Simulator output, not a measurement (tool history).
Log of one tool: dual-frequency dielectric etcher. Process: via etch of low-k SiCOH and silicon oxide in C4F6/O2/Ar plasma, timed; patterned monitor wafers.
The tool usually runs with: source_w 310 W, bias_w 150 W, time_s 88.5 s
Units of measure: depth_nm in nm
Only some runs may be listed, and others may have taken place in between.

run,hour,source_w,bias_w,time_s,"read-back reference wafer on the same gauge, depth_nm",depth_nm
1,0.0,310,150,101.0,233.9,250.1
2,12.2,310,150,101.0,234.0,245.9
3,25.9,290,150,88.5,233.9,211.9
4,38.3,310,150,88.5,233.9,216.1
5,47.9,310,150,88.5,234.1,216.9
6,59.0,310,150,102.0,234.2,250.4
7,66.8,310,150,88.5,234.1,215.6
8,84.3,310,150,88.5,234.2,213.9
# hour 116.6: upper electrode replaced
9,117.1,310,150,88.5,234.2,215.1
10,117.4,310,150,88.5,233.9,214.4
11,119.7,310,150,88.5,234.1,215.2
# hour 131.7: gauge calibrated
12,133.7,260,150,88.5,233.6,200.8
13,141.5,310,150,88.5,234.1,214.8
14,155.6,390,150,96.5,234.1,254.2
15,166.5,310,150,88.5,233.8,214.2
# hour 196.3: wet clean of the chamber
# hour 200.1: bias power generator calibrated
16,200.6,310,150,88.5,233.7,227.5
17,200.9,310,120,88.5,234.0,213.1
# hour 207.1: source power generator calibrated
18,207.6,310,150,96.0,234.0,246.2
19,225.0,260,163,88.5,234.6,217.3
20,239.8,270,180,71.5,233.9,185.4
21,251.3,310,150,88.5,234.1,227.0
22,258.4,230,150,113.5,233.7,261.6
23,274.9,350,168,67.0,234.0,184.7
24,282.9,250,128,109.5,234.2,245.7
25,293.2,310,150,88.5,233.9,225.7
26,302.5,380,150,67.0,234.5,183.3
27,311.2,340,150,114.0,234.0,296.2

5 ways to go on from here, each from the tool as it stands after run 27. What would each give?
A,311.6,310,150,88.5,?,?
B,311.6,280,161,99.5,?,?
C,311.6,280,120,103.5,?,?
D,311.6,260,173,104.5,?,?
E,311.6,310,133,77.0,?,?

run,"read-back reference wafer on the same gauge, depth_nm",depth_nm
A,233.8,221.8
B,233.8,245.9
C,233.8,235.8
D,233.8,257.3
E,233.8,186.7
Take away the tool's hidden state, keep each run's random variation, and the runs would have read:
run,depth_nm
A,223.6
B,247.8
C,237.6
D,259.3
E,188.1

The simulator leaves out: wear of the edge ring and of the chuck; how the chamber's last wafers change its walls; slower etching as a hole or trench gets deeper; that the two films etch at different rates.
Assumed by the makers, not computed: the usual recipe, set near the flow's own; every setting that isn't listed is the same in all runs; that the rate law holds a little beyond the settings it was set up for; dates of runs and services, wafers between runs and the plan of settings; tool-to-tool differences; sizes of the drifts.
